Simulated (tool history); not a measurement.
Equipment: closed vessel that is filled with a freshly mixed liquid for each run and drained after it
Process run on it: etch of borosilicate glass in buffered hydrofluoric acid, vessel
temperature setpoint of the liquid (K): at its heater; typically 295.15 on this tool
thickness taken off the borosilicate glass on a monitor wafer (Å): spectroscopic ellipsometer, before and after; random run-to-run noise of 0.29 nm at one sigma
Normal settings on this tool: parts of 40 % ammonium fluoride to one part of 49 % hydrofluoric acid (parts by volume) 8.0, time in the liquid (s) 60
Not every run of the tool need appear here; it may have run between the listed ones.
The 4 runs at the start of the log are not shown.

| run | day | temperature setpoint of the liquid (K) | parts of 40 % ammonium fluoride to one part of 49 % hydrofluoric acid (parts by volume) | time in the liquid (s) | wafers since the last listed run | hours since the thermometer was replaced | hours since the hydrofluoric acid flow meter was replaced | hours since the gauge calibration | read-back film thickness of the borosilicate glass reference wafer, read on the same gauge (nm) | thickness taken off the borosilicate glass on a monitor wafer (Å) |
|---|---|---|---|---|---|---|---|---|---|---|
| 5 | 8.633 | 295.15 | 8.0 | 60 | 7192 | 1472.0 | 1821.1 | 523.9 | 150.01 | 759.2 |
|  | 9.425 | thermometer replaced |
| 6 | 10.279 | 292.15 | 8.0 | 60 | 4709 | 20.5 | 1860.6 | 563.4 | 149.99 | 670.4 |
| 7 | 12.996 | 292.15 | 8.0 | 60 | 7975 | 85.7 | 1925.8 | 628.6 | 149.97 | 666.3 |
|  | 13.225 | hydrofluoric acid flow meter replaced |
| 8 | 15.721 | 293.65 | 10.5 | 45 | 7877 | 151.1 | 59.9 | 694.0 | 150.02 | 426.3 |
| 9 | 17.646 | 295.15 | 8.0 | 60 | 5651 | 197.3 | 106.1 | 740.2 | 150.01 | 785.9 |
| 10 | 19.017 | 295.15 | 8.0 | 60 | 4024 | 230.2 | 139.0 | 773.1 | 150.01 | 785.4 |
| 11 | 20.408 | 295.15 | 9.0 | 60 | 4085 | 263.6 | 172.4 | 806.5 | 149.98 | 687.4 |
| 12 | 22.846 | 297.15 | 10.5 | 75 | 7155 | 322.1 | 230.9 | 865.0 | 149.98 | 850.4 |
| 13 | 25.796 | 293.15 | 10.5 | 90 | 8660 | 392.9 | 301.7 | 935.8 | 150.01 | 822.5 |
| 14 | 27.975 | 291.15 | 8.0 | 50 | 6397 | 445.2 | 354.0 | 988.1 | 149.97 | 521.9 |
| 15 | 29.904 | 295.15 | 7.0 | 45 | 5663 | 491.5 | 400.3 | 1034.4 | 149.96 | 676.4 |
| 16 | 32.425 | 295.15 | 5.5 | 60 | 7400 | 552.0 | 460.8 | 1094.9 | 150.02 | 1126.7 |
| 17 | 34.033 | 291.15 | 9.0 | 35 | 4721 | 590.6 | 499.4 | 1133.5 | 149.99 | 318.5 |
| 18 | 36.362 | 298.65 | 10.0 | 50 | 6837 | 646.5 | 555.3 | 1189.4 | 150.00 | 640.2 |
|  | 36.479 | gauge calibrated |
| 19 | 37.946 | 295.15 | 6.0 | 80 | 4648 | 684.5 | 593.3 | 35.2 | 150.01 | 1371.3 |
| 20 | 40.342 | 295.15 | 8.0 | 60 | 7033 | 742.0 | 650.8 | 92.7 | 149.96 | 773.5 |
| 21 | 43.033 | 295.15 | 8.0 | 60 | 7901 | 806.6 | 715.4 | 157.3 | 150.00 | 774.8 |
| 22 | 48.817 | 295.15 | 8.0 | 60 | 16978 | 945.4 | 854.2 | 296.1 | 149.96 | 765.1 |
| 23 | 50.533 | 298.65 | 10.0 | 60 | 5039 | 986.6 | 895.4 | 337.3 | 150.03 | 760.2 |
| 24 | 52.100 | 297.15 | 6.0 | 70 | 4599 | 1024.2 | 933.0 | 374.9 | 150.00 | 1331.0 |
| 25 | 53.233 | 291.15 | 11.0 | 85 | 3327 | 1051.4 | 960.2 | 402.1 | 149.95 | 650.1 |

Run 26, settings as shown, results not yet in. Your forecast:
| 26 | 55.908 | 297.65 | 10.5 | 70 | 7852 | 1115.6 | 1024.4 | 466.3 | ? | ? |

Run 26 gave read-back film thickness of the borosilicate glass reference wafer, read on the same gauge (nm) 150.00, thickness taken off the borosilicate glass on a monitor wafer (Å) 799.7.
The same run, on a tool lacking any hidden state, would have yielded thickness taken off the borosilicate glass on a monitor wafer (Å) 827.5.
